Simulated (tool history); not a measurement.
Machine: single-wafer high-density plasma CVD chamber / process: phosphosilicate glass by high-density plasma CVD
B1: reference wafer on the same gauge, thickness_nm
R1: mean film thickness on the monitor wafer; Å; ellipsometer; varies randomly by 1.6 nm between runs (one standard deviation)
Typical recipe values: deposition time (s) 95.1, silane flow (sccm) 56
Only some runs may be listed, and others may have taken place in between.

run 1 hour=0.0 | deposition_time_(s)=95.1 silane_flow_(sccm)=56 | B1=496.211 | R1=5466.22
run 2 hour=64.6 | deposition_time_(s)=95.1 silane_flow_(sccm)=56 | B1=495.825 | R1=5482.13
run 3 hour=120.3 | deposition_time_(s)=95.1 silane_flow_(sccm)=56 | B1=496.140 | R1=5494.48
run 4 hour=166.9 | deposition_time_(s)=95.1 silane_flow_(sccm)=56 | B1=496.317 | R1=5489.41
run 5 hour=191.9 | deposition_time_(s)=109.3 silane_flow_(sccm)=60 | B1=495.914 | R1=6782.12
run 6 hour=233.9 | deposition_time_(s)=109.3 silane_flow_(sccm)=60 | B1=496.062 | R1=6793.66
-- hour=342.6 gauge calibrated
run 7 hour=344.6 | deposition_time_(s)=109.3 silane_flow_(sccm)=60 | B1=496.111 | R1=6777.42
run 8 hour=374.4 | deposition_time_(s)=108.9 silane_flow_(sccm)=61 | B1=496.104 | R1=6902.74
-- hour=420.9 silane flow controller replaced
run 9 hour=443.8 | deposition_time_(s)=86.1 silane_flow_(sccm)=56 | B1=496.364 | R1=4707.81
run 10 hour=487.4 | deposition_time_(s)=86.1 silane_flow_(sccm)=56 | B1=496.411 | R1=4696.97
run 11 hour=544.9 | deposition_time_(s)=86.1 silane_flow_(sccm)=56 | B1=496.014 | R1=4714.38
run 12 hour=596.4 | deposition_time_(s)=87.1 silane_flow_(sccm)=45 | B1=496.108 | R1=3824.14
run 13 hour=635.4 | deposition_time_(s)=104.6 silane_flow_(sccm)=46 | B1=495.886 | R1=4700.28
run 14 hour=659.6 | deposition_time_(s)=109.1 silane_flow_(sccm)=52 | B1=496.122 | R1=5556.20
run 15 hour=703.4 | deposition_time_(s)=105.4 silane_flow_(sccm)=65 | B1=495.884 | R1=6690.33
run 16 hour=752.7 | deposition_time_(s)=95.1 silane_flow_(sccm)=56 | B1=496.286 | R1=5243.04
run 17 hour=779.4 | deposition_time_(s)=103.0 silane_flow_(sccm)=48 | B1=496.114 | R1=4853.87
run 18 hour=848.9 | deposition_time_(s)=95.1 silane_flow_(sccm)=56 | B1=496.108 | R1=5208.99
run 19 hour=917.0 | deposition_time_(s)=87.1 silane_flow_(sccm)=45 | B1=495.954 | R1=3812.04
run 20 hour=943.6 | deposition_time_(s)=79.3 silane_flow_(sccm)=48 | B1=495.705 | R1=3725.34
run 21 hour=997.6 | deposition_time_(s)=113.6 silane_flow_(sccm)=62 | B1=496.313 | R1=6899.33
run 22 hour=1034.7 | deposition_time_(s)=113.6 silane_flow_(sccm)=62 | B1=496.304 | R1=6879.26
run 23 hour=1071.0 | deposition_time_(s)=103.0 silane_flow_(sccm)=52 | B1=496.072 | R1=5227.62

What if the next run were any one of these 3? Each begins from the tool's condition after run 23:
run A hour=1071.4 | deposition_time_(s)=79.2 silane_flow_(sccm)=56 | B1=? | R1=?
run B hour=1071.4 | deposition_time_(s)=113.4 silane_flow_(sccm)=50 | B1=? | R1=?
run C hour=1071.4 | deposition_time_(s)=95.1 silane_flow_(sccm)=49 | B1=? | R1=?

run=A B1=496.395 R1=4345.20
run=B B1=496.395 R1=5554.94
run=C B1=496.395 R1=4565.34
With no hidden state in the tool, these same runs would have given:
run=A R1=4380.76
run=B R1=5600.40
run=C R1=4602.70
